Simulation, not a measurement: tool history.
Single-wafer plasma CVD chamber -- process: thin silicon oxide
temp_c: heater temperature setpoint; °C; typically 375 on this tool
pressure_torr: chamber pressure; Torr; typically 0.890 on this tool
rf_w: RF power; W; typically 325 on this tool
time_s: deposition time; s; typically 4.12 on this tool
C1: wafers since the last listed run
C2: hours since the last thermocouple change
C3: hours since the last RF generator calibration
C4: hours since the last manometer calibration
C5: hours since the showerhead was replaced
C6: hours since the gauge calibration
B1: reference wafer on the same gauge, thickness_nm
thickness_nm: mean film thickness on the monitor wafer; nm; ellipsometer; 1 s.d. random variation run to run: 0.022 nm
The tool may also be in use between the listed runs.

Run 1, hour 0.0: usual settings; C1 0; C2 1514.7; C3 1182.7; C4 556.4; C5 3217.1; C6 536.8; B1 8.182. Result: thickness_nm 9.122 nm.
Run 2, hour 39.6: usual settings; C1 1632; C2 1554.3; C3 1222.3; C4 596.0; C5 3256.7; C6 576.4; B1 8.184. Result: thickness_nm 9.107 nm.
Run 3, hour 113.7: usual settings; C1 3055; C2 1628.4; C3 1296.4; C4 670.1; C5 3330.8; C6 650.5; B1 8.189. Result: thickness_nm 9.127 nm.
Run 4, hour 178.9: usual settings; C1 2688; C2 1693.6; C3 1361.6; C4 735.3; C5 3396.0; C6 715.7; B1 8.201. Result: thickness_nm 9.152 nm.
Run 5, hour 230.4: usual settings; C1 2123; C2 1745.1; C3 1413.1; C4 786.8; C5 3447.5; C6 767.2; B1 8.199. Result: thickness_nm 9.164 nm.
Run 6, hour 265.8: usual settings; C1 1459; C2 1780.5; C3 1448.5; C4 822.2; C5 3482.9; C6 802.6; B1 8.199. Result: thickness_nm 9.142 nm.
Run 7, hour 320.9: usual settings but temp_c 371 °C, rf_w 280 W; C1 2271; C2 1835.6; C3 1503.6; C4 877.3; C5 3538.0; C6 857.7; B1 8.201. Result: thickness_nm 8.708 nm.
Run 8, hour 358.0: usual settings but temp_c 380 °C, pressure_torr 0.837 Torr; C1 1529; C2 1872.7; C3 1540.7; C4 914.4; C5 3575.1; C6 894.8; B1 8.205. Result: thickness_nm 8.759 nm.
Run 9, hour 384.0: usual settings but temp_c 385 °C, time_s 3.72 s; C1 1071; C2 1898.7; C3 1566.7; C4 940.4; C5 3601.1; C6 920.8; B1 8.206. Result: thickness_nm 8.191 nm.
Run 10, hour 435.4: usual settings but temp_c 362 °C, pressure_torr 0.798 Torr; C1 2119; C2 1950.1; C3 1618.1; C4 991.8; C5 3652.5; C6 972.2; B1 8.203. Result: thickness_nm 8.639 nm.
Run 11, hour 475.7: usual settings but temp_c 363 °C, time_s 4.79 s; C1 1661; C2 1990.4; C3 1658.4; C4 1032.1; C5 3692.8; C6 1012.5; B1 8.207. Result: thickness_nm 10.755 nm.
At hour 489.9: gauge calibrated.
Run 12, hour 519.8: usual settings but temp_c 380 °C, pressure_torr 0.773 Torr, rf_w 285 W, time_s 3.55 s; C1 1818; C2 2034.5; C3 1702.5; C4 1076.2; C5 3736.9; C6 29.9; B1 8.088. Result: thickness_nm 6.787 nm.
At hour 614.3: thermocouple changed; heater temperature recalibrated.
At hour 652.9: showerhead replaced.
At hour 714.3: RF generator calibrated.
At hour 717.8: capacitance manometer re-zeroed and calibrated.
Run 13, hour 724.2: usual settings but time_s 3.52 s; C1 7291; C2 109.9; C3 9.9; C4 6.4; C5 71.3; C6 234.3; B1 8.164. Result: thickness_nm 7.786 nm.
Run 14, hour 750.4: usual settings; C1 1080; C2 136.1; C3 36.1; C4 32.6; C5 97.5; C6 260.5; B1 8.173. Result: thickness_nm 9.066 nm.
Run 15, hour 814.8: usual settings but temp_c 371 °C; C1 2655; C2 200.5; C3 100.5; C4 97.0; C5 161.9; C6 324.9; B1 8.189. Result: thickness_nm 9.143 nm.
Run 16, hour 873.6: usual settings; C1 2424; C2 259.3; C3 159.3; C4 155.8; C5 220.7; C6 383.7; B1 8.194. Result: thickness_nm 9.106 nm.
Run 17, hour 905.6: usual settings but temp_c 366 °C, pressure_torr 1.039 Torr, rf_w 270 W, time_s 4.54 s; C1 1319; C2 291.3; C3 191.3; C4 187.8; C5 252.7; C6 415.7; B1 8.205. Result: thickness_nm 10.373 nm.

Here are 3 independent what-if runs from the current tool condition. What would each one return?
Run A, hour 906.0: usual settings; C1 16; C2 291.7; C3 191.7; C4 188.2; C5 253.1; C6 416.1; B1 ?. Result: thickness_nm ?.
Run B, hour 906.0: usual settings but pressure_torr 1.009 Torr, rf_w 380 W; C1 16; C2 291.7; C3 191.7; C4 188.2; C5 253.1; C6 416.1; B1 ?. Result: thickness_nm ?.
Run C, hour 906.0: usual settings but rf_w 275 W, time_s 4.36 s; C1 16; C2 291.7; C3 191.7; C4 188.2; C5 253.1; C6 416.1; B1 ?. Result: thickness_nm ?.

run     B1  thickness_nm
  A  8.200         9.148
  B  8.200        10.395
  C  8.200         9.133
Stripped of hidden state, with their random variation kept, the same runs would have yielded:
run  thickness_nm
  A         8.998
  B        10.225
  C         8.984

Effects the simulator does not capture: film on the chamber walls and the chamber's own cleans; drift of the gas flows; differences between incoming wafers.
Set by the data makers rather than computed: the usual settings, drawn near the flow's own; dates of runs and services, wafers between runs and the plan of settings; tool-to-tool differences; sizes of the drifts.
